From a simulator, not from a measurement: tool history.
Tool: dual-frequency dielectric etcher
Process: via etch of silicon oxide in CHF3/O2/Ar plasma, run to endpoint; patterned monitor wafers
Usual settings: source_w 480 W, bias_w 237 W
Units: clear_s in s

run   hour  source_w  bias_w  wafers since the last listed run  hours since the last wet clean  hours since the last source power generator calibration  hours since the last bias power generator calibration  hours since the last upper electrode change  incoming incoming film thickness, nm  clear_s
  1    0.0       480     280                                 0                           342.9                                                   4498.1                                                 2453.0                                       3334.7                                 447.4    221.7
  2   11.5       480     237                                47                           354.4                                                   4509.6                                                 2464.5                                       3346.2                                 451.9    237.3
  3   21.4       480     237                                40                           364.3                                                   4519.5                                                 2474.4                                       3356.1                                 454.8    239.7
  4   32.1       480     237                                44                           375.0                                                   4530.2                                                 2485.1                                       3366.8                                 449.2    236.9
  5   40.5       480     237                                34                           383.4                                                   4538.6                                                 2493.5                                       3375.2                                 453.1    238.7
  6   89.7       480     237                               203                           432.6                                                   4587.8                                                 2542.7                                       3424.4                                 447.4    237.4
  7  101.2       480     237                                47                           444.1                                                   4599.3                                                 2554.2                                       3435.9                                 451.9    239.0
  8  110.4       480     276                                38                           453.3                                                   4608.5                                                 2563.4                                       3445.1                                 451.1    227.9
     135.6  -- upper electrode replaced
  9  136.1       480     276                                 7                           479.0                                                   4634.2                                                 2589.1                                          0.5                                 450.9    227.8
 10  136.5       480     237                                 1                           479.4                                                   4634.6                                                 2589.5                                          0.9                                 451.2    240.9
 11  137.5       480     237                                 4                           480.4                                                   4635.6                                                 2590.5                                          1.9                                 448.0    237.9
 12  150.2       480     237                                52                           493.1                                                   4648.3                                                 2603.2                                         14.6                                 451.6    240.9
 13  160.4       480     237                                42                           503.3                                                   4658.5                                                 2613.4                                         24.8                                 452.0    240.8
     176.5  -- bias power generator calibrated
 14  177.6       480     237                                54                           520.5                                                   4675.7                                                    1.1                                         42.0                                 454.0    241.1
 15  191.3       530     263                                56                           534.2                                                   4689.4                                                   14.8                                         55.7                                 452.7    229.2
 16  204.2       480     237                                53                           547.1                                                   4702.3                                                   27.7                                         68.6                                 453.0    242.3
 17  220.7       420     199                                68                           563.6                                                   4718.8                                                   44.2                                         85.1                                 450.8    263.8
 18  245.2       550     187                               101                           588.1                                                   4743.3                                                   68.7                                        109.6                                 449.7    252.7
 19  257.1       440     237                                49                           600.0                                                   4755.2                                                   80.6                                        121.5                                 454.4    250.1
     269.6  -- source power generator calibrated
     288.2  -- wet clean of the chamber
 20  288.7       390     222                                37                             0.5                                                     19.1                                                  112.2                                        153.1                                 450.4    243.4
 21  289.1       540     289                                 1                             0.9                                                     19.5                                                  112.6                                        153.5                                 449.2    205.1
 22  289.5       480     237                                 1                             1.3                                                     19.9                                                  113.0                                        153.9                                 451.6    227.5
 23  294.5       550     259                                20                             6.3                                                     24.9                                                  118.0                                        158.9                                 453.3    215.5
 24  302.2       370     281                                31                            14.0                                                     32.6                                                  125.7                                        166.6                                 450.9    228.6
 25  316.0       520     293                                57                            27.8                                                     46.4                                                  139.5                                        180.4                                 450.3    208.0
 26  324.6       480     237                                35                            36.4                                                     55.0                                                  148.1                                        189.0                                 447.5    226.6
 27  333.2       480     200                                35                            45.0                                                     63.6                                                  156.7                                        197.6                                 452.2    243.1
 28  347.3       510     252                                58                            59.1                                                     77.7                                                  170.8                                        211.7                                 450.5    220.3
 29  362.9       450     287                                64                            74.7                                                     93.3                                                  186.4                                        227.3                                 455.0    220.6

Hidden state at the last listed run before each entry between runs and at the first one after, where it differs:
Between runs 8 and 9: upper electrode replaced (hour 135.6)
  etch rate over this chamber's usual, %: -5.27 -> -5.52
  measured less the result without the state, clear_s: +12.0 -> +12.6 s
Between runs 13 and 14: bias power generator calibrated (hour 176.5)
  etch rate over this chamber's usual, %: -5.75 -> -5.92
  measured less the result without the state, clear_s: +13.9 -> +14.3 s
Between runs 19 and 20: source power generator calibrated (hour 269.6); wet clean of the chamber (hour 288.2)
  etch rate over this chamber's usual, %: -6.68 -> -0.34
  measured less the result without the state, clear_s: +16.7 -> +0.8 s
